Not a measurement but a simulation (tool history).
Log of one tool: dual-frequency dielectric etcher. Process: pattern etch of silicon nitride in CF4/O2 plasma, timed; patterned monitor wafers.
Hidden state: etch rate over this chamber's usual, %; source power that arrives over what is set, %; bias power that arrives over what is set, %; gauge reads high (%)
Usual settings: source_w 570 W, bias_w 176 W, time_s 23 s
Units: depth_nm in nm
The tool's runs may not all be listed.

run,hour,source_w,bias_w,time_s,wafers since the last listed run,hours since the last wet clean,hours since the last source power generator calibration,hours since the last bias power generator calibration,hours since the last upper electrode change,hours since the gauge calibration,"read-back reference wafer on the same gauge, depth_nm",depth_nm
1,0,570,176,23,0,557.4,4421.3,4060.9,1914.2,609.1,60.3,49.3
2,51.6,570,176,23,586,609,4472.9,4112.5,1965.8,660.7,60.3,49.3
# hour 96.3: wet clean of the chamber
3,127.6,570,142,23,590,31.3,4548.9,4188.5,2041.8,736.7,60.3,46.3
# hour 164.9: upper electrode replaced
4,181,570,142,23,334,84.7,4602.3,4241.9,16.1,790.1,60.3,46.4
5,222.3,570,176,28,469,126,4643.6,4283.2,57.4,831.4,60.3,60.8
6,293.2,570,176,28,805,196.9,4714.5,4354.1,128.3,902.3,60.2,60.4
7,364.4,570,176,23,809,268.1,4785.7,4425.3,199.5,973.5,60.2,49.6
8,459.6,570,176,23,1081,363.3,4880.9,4520.5,294.7,1068.7,60.2,49.4
9,562.5,570,176,17.5,1169,466.2,4983.8,4623.4,397.6,1171.6,60.3,37.3
10,669.1,570,176,23,1211,572.8,5090.4,4730,504.2,1278.2,60.2,49.3
# hour 708.1: bias power generator calibrated
# hour 758.7: wet clean of the chamber
11,759.2,490,176,23,705,0.5,5180.5,51.1,594.3,1368.3,60.2,43.1
12,811.8,570,156,25.5,597,53.1,5233.1,103.7,646.9,1420.9,60.1,52.6
13,852.3,610,191,17,460,93.6,5273.6,144.2,687.4,1461.4,60.3,41.1
14,927.5,450,146,29.5,854,168.8,5348.8,219.4,762.6,1536.6,60.2,46.5
15,979.6,570,150,23,591,220.9,5400.9,271.5,814.7,1588.7,60.2,46.9
16,1020.4,450,176,23,463,261.7,5441.7,312.3,855.5,1629.5,60.2,38.9
# hour 1056.3: source power generator calibrated
17,1100.2,570,176,23,861,341.5,43.9,392.1,935.3,1709.3,60.1,51.9
18,1139.1,670,176,23,442,380.4,82.8,431,974.2,1748.2,60.2,61.6
19,1202.8,520,202,19,723,444.1,146.5,494.7,1037.9,1811.9,60.2,41.7
# hour 1225.1: gauge calibrated
20,1265.9,480,176,26.5,716,507.2,209.6,557.8,1101,40.8,60.3,50.4
# hour 1318.6: wet clean of the chamber
21,1319.1,570,134,28,331,0.5,262.8,611,1154.2,94,60.2,58
22,1407.6,570,176,23,1005,89,351.3,699.5,1242.7,182.5,60.3,52.3
23,1486.7,450,194,23,898,168.1,430.4,778.6,1321.8,261.6,60.2,41.9
24,1578.4,640,176,26.5,1041,259.8,522.1,870.3,1413.5,353.3,60.3,68
25,1630.6,570,176,23,593,312,574.3,922.5,1465.7,405.5,60.1,51.8
26,1706.9,460,139,16,866,388.3,650.6,998.8,1542,481.8,60.2,26.6
27,1789.6,480,176,21,939,471,733.3,1081.5,1624.7,564.5,60.2,39.7
28,1887.4,570,176,23,1111,568.8,831.1,1179.3,1722.5,662.3,60.2,50.8
# hour 1966.2: wet clean of the chamber
29,1992.4,570,176,23,920,26.2,936.1,1284.3,1827.5,767.3,60.1,52.1
30,2061.1,570,164,20,780,94.9,1004.8,1353,1896.2,836,60.3,44

Forecast each of these 3 alternatives for the next run:
A,2061.5,570,176,23,4,95.3,1005.2,1353.4,1896.6,836.4,?,?
B,2061.5,570,155,26,4,95.3,1005.2,1353.4,1896.6,836.4,?,?
C,2061.5,620,147,29.5,4,95.3,1005.2,1353.4,1896.6,836.4,?,?

run,"read-back reference wafer on the same gauge, depth_nm",depth_nm
A,60.2,52.4
B,60.2,56.6
C,60.2,68.6
Without the tool's hidden state the same runs would have given:
run,depth_nm
A,53.2
B,57.5
C,69.7

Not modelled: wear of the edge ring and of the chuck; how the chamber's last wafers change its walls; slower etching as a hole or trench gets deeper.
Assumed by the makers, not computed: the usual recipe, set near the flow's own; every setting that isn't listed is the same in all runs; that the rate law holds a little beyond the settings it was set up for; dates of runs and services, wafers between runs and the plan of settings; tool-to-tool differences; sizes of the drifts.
